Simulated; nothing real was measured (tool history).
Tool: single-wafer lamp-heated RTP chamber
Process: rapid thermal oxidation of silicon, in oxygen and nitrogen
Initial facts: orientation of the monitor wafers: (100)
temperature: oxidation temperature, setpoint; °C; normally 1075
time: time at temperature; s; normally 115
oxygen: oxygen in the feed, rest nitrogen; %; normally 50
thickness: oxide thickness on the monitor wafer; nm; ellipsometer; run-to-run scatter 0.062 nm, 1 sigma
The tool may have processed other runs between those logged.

run,hour,temperature,time,oxygen,"read-back reference wafer on the same gauge, thickness",thickness
1,0.0,1075,135,50,13.072,13.124
2,10.1,1075,115,50,13.094,12.263
3,60.4,1075,115,50,13.079,12.400
4,76.8,1075,115,50,13.074,12.361
# hour 92.9: pyrometer window cleaned and pyrometer calibrated
5,93.4,1075,115,50,13.102,11.482
6,107.9,1075,115,50,13.095,11.539
7,119.2,1075,115,50,13.094,11.571
8,130.8,1075,115,50,13.100,11.620
9,146.2,1075,90,50,13.103,10.479
10,159.3,1075,115,50,13.084,11.690
11,175.6,1075,115,61,13.089,12.458
12,190.2,1075,115,61,13.090,12.565
13,196.4,1075,115,61,13.103,12.548
14,204.8,1075,115,50,13.085,11.671
15,220.2,1055,115,50,13.106,10.399
16,236.2,1075,115,50,13.115,11.639
17,253.0,1052,115,77,13.083,11.878
18,264.3,1075,79,76,13.107,11.518
19,281.6,1086,61,69,13.094,10.734

Forecast run 20:
20,291.1,1075,77,65,?,?

read-back reference wafer on the same gauge, thickness: 13.106
thickness: 10.952 nm
If the tool had no hidden condition, the same run with the same run-to-run variation would have returned thickness 10.628 nm.
